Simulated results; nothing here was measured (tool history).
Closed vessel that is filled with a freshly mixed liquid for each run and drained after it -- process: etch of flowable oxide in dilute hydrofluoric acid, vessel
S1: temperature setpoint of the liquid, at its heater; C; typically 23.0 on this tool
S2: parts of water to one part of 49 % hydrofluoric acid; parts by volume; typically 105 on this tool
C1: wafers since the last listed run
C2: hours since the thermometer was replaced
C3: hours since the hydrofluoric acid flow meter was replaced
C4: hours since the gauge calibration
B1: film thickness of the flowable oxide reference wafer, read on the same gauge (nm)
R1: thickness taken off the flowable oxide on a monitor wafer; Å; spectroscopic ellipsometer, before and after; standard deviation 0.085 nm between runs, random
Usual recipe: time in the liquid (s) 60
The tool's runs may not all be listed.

Run 1, hour 0.0: usual settings but S2 75 parts by volume; C1 0; C2 632.7; C3 771.2; C4 495.8; B1 140.01. Result: R1 355.3 Å.
Run 2, hour 84.6: usual settings but S2 75 parts by volume; C1 5266; C2 717.3; C3 855.8; C4 580.4; B1 140.00. Result: R1 353.6 Å.
Run 3, hour 146.0: usual settings; C1 3822; C2 778.7; C3 917.2; C4 641.8; B1 140.01. Result: R1 244.3 Å.
Run 4, hour 246.0: usual settings but time in the liquid (s) 50; C1 6225; C2 878.7; C3 1017.2; C4 741.8; B1 140.00. Result: R1 203.0 Å.
Run 5, hour 343.4: usual settings but S1 25.5 C; C1 6063; C2 976.1; C3 1114.6; C4 839.2; B1 139.97. Result: R1 270.2 Å.
Run 6, hour 393.3: usual settings; C1 3106; C2 1026.0; C3 1164.5; C4 889.1; B1 139.98. Result: R1 242.0 Å.
Run 7, hour 456.0: usual settings; C1 3903; C2 1088.7; C3 1227.2; C4 951.8; B1 140.02. Result: R1 242.6 Å.
At hour 479.2: hydrofluoric acid flow meter replaced.
Run 8, hour 523.1: usual settings; C1 4115; C2 1155.8; C3 43.9; C4 1018.9; B1 139.99. Result: R1 241.9 Å.
Run 9, hour 561.9: usual settings; C1 2415; C2 1194.6; C3 82.7; C4 1057.7; B1 140.02. Result: R1 242.2 Å.

Predict the results of run 10:
Run 10, hour 600.2: usual settings; C1 2384; C2 1232.9; C3 121.0; C4 1096.0; B1 ?. Result: R1 ?.

Run 10 produced B1 139.98, R1 243.0 Å.
Take away the tool's hidden state, keep the run-to-run variation as it was, and the same run would have given R1 246.8 Å.

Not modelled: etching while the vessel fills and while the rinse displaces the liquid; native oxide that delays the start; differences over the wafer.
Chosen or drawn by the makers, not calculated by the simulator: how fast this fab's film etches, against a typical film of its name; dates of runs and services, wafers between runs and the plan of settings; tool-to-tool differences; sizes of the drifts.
